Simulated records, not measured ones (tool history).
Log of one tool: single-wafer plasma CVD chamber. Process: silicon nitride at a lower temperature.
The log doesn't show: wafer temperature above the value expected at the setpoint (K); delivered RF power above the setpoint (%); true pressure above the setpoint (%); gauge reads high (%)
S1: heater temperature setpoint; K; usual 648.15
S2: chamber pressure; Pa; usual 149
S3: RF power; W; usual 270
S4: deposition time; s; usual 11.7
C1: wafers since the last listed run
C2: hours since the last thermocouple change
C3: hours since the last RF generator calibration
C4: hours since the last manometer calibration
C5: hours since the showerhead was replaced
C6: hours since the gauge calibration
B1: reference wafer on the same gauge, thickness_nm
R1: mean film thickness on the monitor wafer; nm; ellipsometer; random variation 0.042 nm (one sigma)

run 1 day=0 | S1=648.15 S2=149 S3=270 S4=12.2 | C1=0 C2=1932.7 C3=860.6 C4=1248.6 C5=6115.2 C6=376.3 | B1=14.313 | R1=12.898
-- day=0.808 gauge calibrated
run 2 day=1.025 | S1=648.15 S2=149 S3=270 S4=12.2 | C1=788 C2=1957.3 C3=885.2 C4=1273.2 C5=6139.8 C6=5.2 | B1=14.293 | R1=12.874
run 3 day=2.754 | S1=648.15 S2=149 S3=270 S4=12.2 | C1=1329 C2=1998.8 C3=926.7 C4=1314.7 C5=6181.3 C6=46.7 | B1=14.316 | R1=12.789
run 4 day=5.679 | S1=648.15 S2=149 S3=270 S4=11.7 | C1=2249 C2=2069 C3=996.9 C4=1384.9 C5=6251.5 C6=116.9 | B1=14.307 | R1=12.328
run 5 day=8.15 | S1=648.15 S2=149 S3=270 S4=11.7 | C1=1900 C2=2128.3 C3=1056.2 C4=1444.2 C5=6310.8 C6=176.2 | B1=14.28 | R1=12.414
-- day=9.579 RF generator calibrated
-- day=10.6 capacitance manometer re-zeroed and calibrated
run 6 day=10.621 | S1=648.15 S2=149 S3=270 S4=11.7 | C1=1387 C2=2187.6 C3=25 C4=0.5 C5=6370.1 C6=235.5 | B1=14.302 | R1=12.085
run 7 day=11.417 | S1=648.15 S2=149 S3=270 S4=11.7 | C1=612 C2=2206.7 C3=44.1 C4=19.6 C5=6389.2 C6=254.6 | B1=14.3 | R1=12.02
run 8 day=12.962 | S1=648.15 S2=163 S3=270 S4=11.7 | C1=1188 C2=2243.8 C3=81.2 C4=56.7 C5=6426.3 C6=291.7 | B1=14.301 | R1=12.35
-- day=13.529 RF generator calibrated, repeated, since the last time left the tool worse
-- day=13.696 gauge calibrated
run 9 day=15.433 | S1=648.15 S2=149 S3=270 S4=11.7 | C1=1643 C2=2303.1 C3=45.7 C4=116 C5=6485.6 C6=41.7 | B1=14.306 | R1=12.532
run 10 day=16.562 | S1=648.15 S2=149 S3=270 S4=11.7 | C1=868 C2=2330.2 C3=72.8 C4=143.1 C5=6512.7 C6=68.8 | B1=14.31 | R1=12.488
run 11 day=17.862 | S1=653.15 S2=149 S3=270 S4=9.5 | C1=999 C2=2361.4 C3=104 C4=174.3 C5=6543.9 C6=100 | B1=14.297 | R1=10.216
-- day=19.071 showerhead replaced
run 12 day=19.279 | S1=659.15 S2=167 S3=245 S4=11 | C1=833 C2=2395.4 C3=138 C4=208.3 C5=5 C6=134 | B1=14.296 | R1=11.65
-- day=19.771 thermocouple changed; heater temperature recalibrated
run 13 day=21.562 | S1=654.15 S2=183 S3=270 S4=11.7 | C1=1499 C2=43 C3=192.8 C4=263.1 C5=59.8 C6=188.8 | B1=14.294 | R1=13.118
run 14 day=24.004 | S1=648.15 S2=159 S3=305 S4=11.7 | C1=1877 C2=101.6 C3=251.4 C4=321.7 C5=118.4 C6=247.4 | B1=14.303 | R1=13.314
run 15 day=25.321 | S1=648.15 S2=149 S3=270 S4=10.4 | C1=1012 C2=133.2 C3=283 C4=353.3 C5=150 C6=279 | B1=14.306 | R1=11.154
run 16 day=26.688 | S1=648.15 S2=149 S3=270 S4=11.7 | C1=1051 C2=166 C3=315.8 C4=386.1 C5=182.8 C6=311.8 | B1=14.297 | R1=12.559

The same runs without the tool's hidden state, with the same run-to-run variation:
run=1 R1=13.092
run=2 R1=13.073
run=3 R1=12.996
run=4 R1=12.543
run=5 R1=12.644
run=6 R1=12.538
run=7 R1=12.475
run=8 R1=12.826
run=9 R1=12.549
run=10 R1=12.511
run=11 R1=10.24
run=12 R1=11.684
run=13 R1=13.169
run=14 R1=13.377
run=15 R1=11.214
run=16 R1=12.634
